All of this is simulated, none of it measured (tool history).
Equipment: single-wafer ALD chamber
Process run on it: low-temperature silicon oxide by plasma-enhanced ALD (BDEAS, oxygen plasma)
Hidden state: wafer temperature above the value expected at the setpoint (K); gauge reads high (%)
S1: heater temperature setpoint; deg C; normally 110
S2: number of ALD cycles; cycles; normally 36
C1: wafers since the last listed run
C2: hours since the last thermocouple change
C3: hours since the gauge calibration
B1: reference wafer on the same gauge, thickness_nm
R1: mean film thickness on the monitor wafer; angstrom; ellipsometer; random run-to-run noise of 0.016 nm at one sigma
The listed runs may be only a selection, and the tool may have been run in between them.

Run 1, day 0: usual settings but S1 101 deg C; C1 0; C2 959.8; C3 60.1; B1 5.29. Result: R1 64.93 angstrom.
At day 2.088: thermocouple changed; heater temperature recalibrated.
Run 2, day 3.221: usual settings but S1 115 deg C; C1 486; C2 27.2; C3 137.4; B1 5.293. Result: R1 62.27 angstrom.
Run 3, day 6.254: usual settings but S1 115 deg C; C1 511; C2 100; C3 210.2; B1 5.291. Result: R1 62.79 angstrom.
Run 4, day 9.517: usual settings; C1 550; C2 178.3; C3 288.5; B1 5.288. Result: R1 63.17 angstrom.
Run 5, day 11.946: usual settings; C1 409; C2 236.6; C3 346.8; B1 5.29. Result: R1 63.49 angstrom.
Run 6, day 14.462: usual settings; C1 424; C2 297; C3 407.2; B1 5.292. Result: R1 63.34 angstrom.
Run 7, day 18.858: usual settings but S2 32 cycles; C1 741; C2 402.5; C3 512.7; B1 5.288. Result: R1 56.17 angstrom.
Run 8, day 21.083: usual settings but S2 32 cycles; C1 375; C2 455.9; C3 566.1; B1 5.283. Result: R1 56.5 angstrom.
Run 9, day 22.667: usual settings but S2 32 cycles; C1 267; C2 493.9; C3 604.1; B1 5.283. Result: R1 56.44 angstrom.
Run 10, day 25.2: usual settings; C1 427; C2 554.7; C3 664.9; B1 5.287. Result: R1 63.42 angstrom.
Run 11, day 29.158: usual settings but S2 31 cycles; C1 667; C2 649.7; C3 759.9; B1 5.29. Result: R1 54.61 angstrom.
Run 12, day 33.633: usual settings but S1 99 deg C, S2 43 cycles; C1 754; C2 757.1; C3 867.3; B1 5.29. Result: R1 77.8 angstrom.
Run 13, day 36.842: usual settings; C1 541; C2 834.1; C3 944.3; B1 5.29. Result: R1 63.38 angstrom.
Run 14, day 39.171: usual settings but S1 100 deg C, S2 34 cycles; C1 392; C2 890; C3 1000.2; B1 5.29. Result: R1 61.48 angstrom.
Run 15, day 40.692: usual settings; C1 256; C2 926.5; C3 1036.7; B1 5.283. Result: R1 63.68 angstrom.
Run 16, day 43.275: usual settings but S1 98 deg C, S2 40 cycles; C1 435; C2 988.5; C3 1098.7; B1 5.291. Result: R1 72.91 angstrom.
Run 17, day 47.279: usual settings; C1 675; C2 1084.6; C3 1194.8; B1 5.29. Result: R1 63.4 angstrom.
At day 49.879: thermocouple changed; heater temperature recalibrated.
At day 50.158: gauge calibrated.
Run 18, day 51.4: usual settings but S2 43 cycles; C1 638; C2 36.5; C3 29.8; B1 5.291. Result: R1 75.37 angstrom.
Run 19, day 53.029: usual settings but S1 100 deg C; C1 274; C2 75.6; C3 68.9; B1 5.284. Result: R1 64.08 angstrom.
Run 20, day 56.329: usual settings; C1 556; C2 154.8; C3 148.1; B1 5.295. Result: R1 63.27 angstrom.
Run 21, day 59.746: usual settings but S1 116 deg C, S2 33 cycles; C1 576; C2 236.8; C3 230.1; B1 5.291. Result: R1 57.47 angstrom.
Run 22, day 63.933: usual settings; C1 706; C2 337.3; C3 330.6; B1 5.289. Result: R1 63.39 angstrom.
Run 23, day 65.467: usual settings but S2 41 cycles; C1 258; C2 374.1; C3 367.4; B1 5.286. Result: R1 72.31 angstrom.

How would selected steps in R1 from run to run divide? Give the signed amount a tool lacking its hidden state would still show from settings, what came in and random variation, and the signed amount left for the hidden state, including any gauge scatter that is not in both of the compared results.
Run 1 -> 2: S1 101 -> 115, thermocouple changed; heater temperature recalibrated. R1 -2.66 angstrom: hidden state -0.9, all else -1.76.
Run 11 -> 12: S1 110 -> 99, S2 31 -> 43. R1 +23.19 angstrom: hidden state +0.89, all else +22.3.
Run 12 -> 13: S1 99 -> 110, S2 43 -> 36. R1 -14.42 angstrom: hidden state -0.77, all else -13.65.
